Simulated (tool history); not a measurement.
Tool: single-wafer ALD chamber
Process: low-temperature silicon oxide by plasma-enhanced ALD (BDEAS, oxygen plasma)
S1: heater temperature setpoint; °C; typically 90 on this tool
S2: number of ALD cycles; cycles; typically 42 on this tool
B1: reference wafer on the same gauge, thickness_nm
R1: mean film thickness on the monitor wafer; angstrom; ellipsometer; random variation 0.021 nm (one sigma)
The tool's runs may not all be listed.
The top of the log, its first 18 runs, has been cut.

{"hour": 783.3, "done": "gauge calibrated"}
{"run": 19, "hour": 796.6, "S1": 90, "S2": 42, "B1": 5.588, "R1": 59.02}
{"run": 20, "hour": 846.4, "S1": 76, "S2": 34, "B1": 5.585, "R1": 50.09}
{"run": 21, "hour": 885.6, "S1": 98, "S2": 48, "B1": 5.595, "R1": 65.27}
{"run": 22, "hour": 909.7, "S1": 90, "S2": 35, "B1": 5.594, "R1": 49.14}
{"run": 23, "hour": 957.2, "S1": 96, "S2": 35, "B1": 5.59, "R1": 47.93}
{"run": 24, "hour": 1025.5, "S1": 103, "S2": 48, "B1": 5.594, "R1": 64.84}
{"run": 25, "hour": 1073.3, "S1": 102, "S2": 40, "B1": 5.589, "R1": 54.17}
{"run": 26, "hour": 1135.0, "S1": 90, "S2": 42, "B1": 5.591, "R1": 59.02}
{"run": 27, "hour": 1180.8, "S1": 94, "S2": 42, "B1": 5.599, "R1": 57.95}
{"run": 28, "hour": 1212.6, "S1": 90, "S2": 42, "B1": 5.583, "R1": 58.71}
{"run": 29, "hour": 1306.1, "S1": 98, "S2": 45, "B1": 5.587, "R1": 60.73}
{"run": 30, "hour": 1337.2, "S1": 86, "S2": 34, "B1": 5.589, "R1": 48.17}
{"run": 31, "hour": 1391.6, "S1": 78, "S2": 49, "B1": 5.59, "R1": 71.19}
{"run": 32, "hour": 1417.9, "S1": 90, "S2": 47, "B1": 5.587, "R1": 65.51}
{"run": 33, "hour": 1466.3, "S1": 80, "S2": 34, "B1": 5.594, "R1": 49.16}
{"run": 34, "hour": 1514.4, "S1": 90, "S2": 42, "B1": 5.583, "R1": 58.56}
{"run": 35, "hour": 1578.4, "S1": 103, "S2": 44, "B1": 5.586, "R1": 58.95}
{"run": 36, "hour": 1635.7, "S1": 105, "S2": 50, "B1": 5.588, "R1": 66.97}

Predict each of these 4 candidate next runs independently; none follows another, all start after run 36:
{"run": "A", "hour": 1636.2, "S1": 105, "S2": 42, "B1": "?", "R1": "?"}
{"run": "B", "hour": 1636.2, "S1": 102, "S2": 50, "B1": "?", "R1": "?"}
{"run": "C", "hour": 1636.2, "S1": 84, "S2": 39, "B1": "?", "R1": "?"}
{"run": "D", "hour": 1636.2, "S1": 90, "S2": 34, "B1": "?", "R1": "?"}

run=A B1=5.587 R1=56.46
run=B B1=5.587 R1=67.58
run=C B1=5.587 R1=55.65
run=D B1=5.587 R1=47.51
Had the tool no hidden state, the same runs would have come out as:
run=A R1=56.82
run=B R1=68.01
run=C R1=56.32
run=D R1=48.09
